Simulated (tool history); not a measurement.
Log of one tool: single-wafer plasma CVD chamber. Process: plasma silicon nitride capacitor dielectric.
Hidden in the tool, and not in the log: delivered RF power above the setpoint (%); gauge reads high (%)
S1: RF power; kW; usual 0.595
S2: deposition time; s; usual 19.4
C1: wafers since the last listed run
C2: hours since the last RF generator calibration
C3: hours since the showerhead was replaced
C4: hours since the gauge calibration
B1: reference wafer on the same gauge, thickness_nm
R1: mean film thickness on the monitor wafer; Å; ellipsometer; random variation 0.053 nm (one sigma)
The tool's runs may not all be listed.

run,hour,S1,S2,C1,C2,C3,C4,B1,R1
1,0.0,0.595,19.4,0,2138.9,2990.2,365.8,25.581,284.54
2,27.1,0.595,19.4,570,2166.0,3017.3,392.9,25.605,284.92
3,59.1,0.595,21.5,674,2198.0,3049.3,424.9,25.595,316.96
4,91.3,0.595,19.4,678,2230.2,3081.5,457.1,25.598,284.80
5,126.9,0.595,19.4,749,2265.8,3117.1,492.7,25.593,284.11
6,145.0,0.595,19.4,381,2283.9,3135.2,510.8,25.602,285.44
7,163.8,0.595,19.4,396,2302.7,3154.0,529.6,25.608,284.97
8,187.5,0.505,20.2,499,2326.4,3177.7,553.3,25.601,280.26
9,199.5,0.595,19.4,252,2338.4,3189.7,565.3,25.588,284.96
10,233.0,0.595,19.4,705,2371.9,3223.2,598.8,25.606,284.15
11,247.3,0.595,19.4,301,2386.2,3237.5,613.1,25.594,284.14
12,282.2,0.595,19.4,735,2421.1,3272.4,648.0,25.590,284.18
13,299.4,0.595,19.4,362,2438.3,3289.6,665.2,25.606,284.39
14,321.8,0.595,19.4,471,2460.7,3312.0,687.6,25.587,284.25
# hour 332.3: RF generator calibrated
# hour 334.2: showerhead replaced
15,353.5,0.595,19.4,458,21.2,19.3,719.3,25.581,293.17
16,385.4,0.595,22.8,672,53.1,51.2,751.2,25.609,342.91
17,412.2,0.555,17.4,564,79.9,78.0,778.0,25.603,255.13
18,425.2,0.505,21.3,273,92.9,91.0,791.0,25.604,303.81
19,443.4,0.595,19.4,383,111.1,109.2,809.2,25.610,291.66
# hour 469.7: gauge calibrated
20,475.6,0.495,19.4,678,143.3,141.4,5.9,25.606,274.08
21,488.7,0.595,21.5,275,156.4,154.5,19.0,25.590,323.87
22,588.4,0.555,19.4,2100,256.1,254.2,118.7,25.594,284.76
23,624.3,0.555,17.4,756,292.0,290.1,154.6,25.595,255.19
24,643.7,0.595,17.7,408,311.4,309.5,174.0,25.595,266.56
25,668.8,0.700,17.6,528,336.5,334.6,199.1,25.591,279.39
26,694.6,0.595,23.1,543,362.3,360.4,224.9,25.600,348.44
27,728.1,0.595,19.4,705,395.8,393.9,258.4,25.605,291.67
28,773.9,0.595,19.4,964,441.6,439.7,304.2,25.598,290.40

Hidden state or all else? Some run-to-run changes of R1, split into what the settings, what came in and random variation would give without the hidden state, and what is left for the hidden state (with any gauge scatter that isn't in both results):
Run 2 -> 3: S2 19.4 -> 21.5. R1 +32.04 Å: hidden state -1.02, all else +33.06.
Run 14 -> 15: RF generator calibrated, showerhead replaced. R1 +8.92 Å: hidden state +8.55, all else +0.37.
Run 16 -> 17: S1 0.595 -> 0.555, S2 22.8 -> 17.4. R1 -87.78 Å: hidden state +0.07, all else -87.85.
Run 25 -> 26: S1 0.700 -> 0.595, S2 17.6 -> 23.1. R1 +69.05 Å: hidden state -0.44, all else +69.49.

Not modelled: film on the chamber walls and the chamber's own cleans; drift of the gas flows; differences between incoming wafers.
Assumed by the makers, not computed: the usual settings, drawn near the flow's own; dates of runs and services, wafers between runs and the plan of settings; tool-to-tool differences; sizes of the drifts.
